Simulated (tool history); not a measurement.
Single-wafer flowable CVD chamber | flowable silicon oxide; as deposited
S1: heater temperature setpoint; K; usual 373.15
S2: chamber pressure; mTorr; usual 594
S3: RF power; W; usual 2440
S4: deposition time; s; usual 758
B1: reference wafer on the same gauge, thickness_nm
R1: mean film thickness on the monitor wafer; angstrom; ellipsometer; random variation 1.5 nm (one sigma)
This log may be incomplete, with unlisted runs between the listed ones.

run 1 hour=0.0 | S1=373.15 S2=594 S3=2440 S4=758 | B1=352.019 | R1=3412.33
run 2 hour=54.7 | S1=373.15 S2=594 S3=2440 S4=758 | B1=351.792 | R1=3421.25
run 3 hour=106.3 | S1=373.15 S2=594 S3=2440 S4=758 | B1=351.188 | R1=3418.79
run 4 hour=174.1 | S1=373.15 S2=594 S3=2440 S4=758 | B1=352.274 | R1=3443.26
run 5 hour=225.0 | S1=373.15 S2=594 S3=2440 S4=758 | B1=351.407 | R1=3450.66
run 6 hour=273.1 | S1=373.15 S2=523 S3=2440 S4=758 | B1=352.274 | R1=3135.50
run 7 hour=325.2 | S1=373.15 S2=500 S3=2440 S4=758 | B1=352.050 | R1=3038.80
run 8 hour=383.7 | S1=373.15 S2=500 S3=2440 S4=758 | B1=351.691 | R1=3012.05
run 9 hour=419.3 | S1=373.15 S2=500 S3=2440 S4=758 | B1=351.900 | R1=3026.25
-- hour=449.8 showerhead replaced
-- hour=467.8 capacitance manometer re-zeroed and calibrated
run 10 hour=472.1 | S1=373.15 S2=594 S3=2440 S4=758 | B1=352.681 | R1=3507.96
run 11 hour=534.8 | S1=373.15 S2=594 S3=2440 S4=758 | B1=352.216 | R1=3475.12
run 12 hour=603.8 | S1=373.15 S2=693 S3=2440 S4=610 | B1=351.635 | R1=3199.33
run 13 hour=668.1 | S1=366.15 S2=505 S3=2180 S4=758 | B1=351.645 | R1=3967.65
-- hour=673.6 gauge calibrated
-- hour=713.9 thermocouple changed; heater temperature recalibrated
-- hour=719.5 RF generator calibrated
run 14 hour=720.0 | S1=366.15 S2=505 S3=2670 S4=847 | B1=351.966 | R1=4767.08
run 15 hour=747.0 | S1=361.15 S2=459 S3=2440 S4=758 | B1=351.951 | R1=4660.22
run 16 hour=784.9 | S1=373.15 S2=727 S3=2440 S4=758 | B1=352.400 | R1=4364.64
run 17 hour=844.9 | S1=373.15 S2=668 S3=2165 S4=641 | B1=352.047 | R1=3359.11
run 18 hour=869.3 | S1=373.15 S2=594 S3=2440 S4=758 | B1=352.023 | R1=3699.33
run 19 hour=938.1 | S1=373.15 S2=594 S3=2440 S4=758 | B1=352.755 | R1=3699.57
-- hour=1000.9 thermocouple changed; heater temperature recalibrated, repeated, since the last time left the tool worse
run 20 hour=1001.4 | S1=373.15 S2=659 S3=2175 S4=630 | B1=352.406 | R1=2945.42
run 21 hour=1065.1 | S1=373.15 S2=594 S3=2440 S4=716 | B1=351.699 | R1=3139.71
run 22 hour=1102.4 | S1=386.15 S2=648 S3=2070 S4=679 | B1=352.078 | R1=1927.00
run 23 hour=1153.4 | S1=373.15 S2=594 S3=2860 S4=758 | B1=351.845 | R1=3453.22

4 options for the next run, each taken on its own from the tool as it stands now. Forecast them:
run A hour=1154.0 | S1=386.15 S2=594 S3=2440 S4=758 | B1=? | R1=?
run B hour=1154.0 | S1=367.15 S2=594 S3=2005 S4=799 | B1=? | R1=?
run C hour=1154.0 | S1=365.15 S2=705 S3=2305 S4=836 | B1=? | R1=?
run D hour=1154.0 | S1=373.15 S2=688 S3=2135 S4=658 | B1=? | R1=?

run=A B1=351.602 R1=2064.62
run=B B1=351.602 R1=4270.67
run=C B1=351.602 R1=5700.63
run=D B1=351.602 R1=3207.58
The same runs, with their run-to-run variation unchanged, on a tool lacking any hidden condition would have given:
run=A R1=2054.28
run=B R1=4247.48
run=C R1=5669.28
run=D R1=3190.79
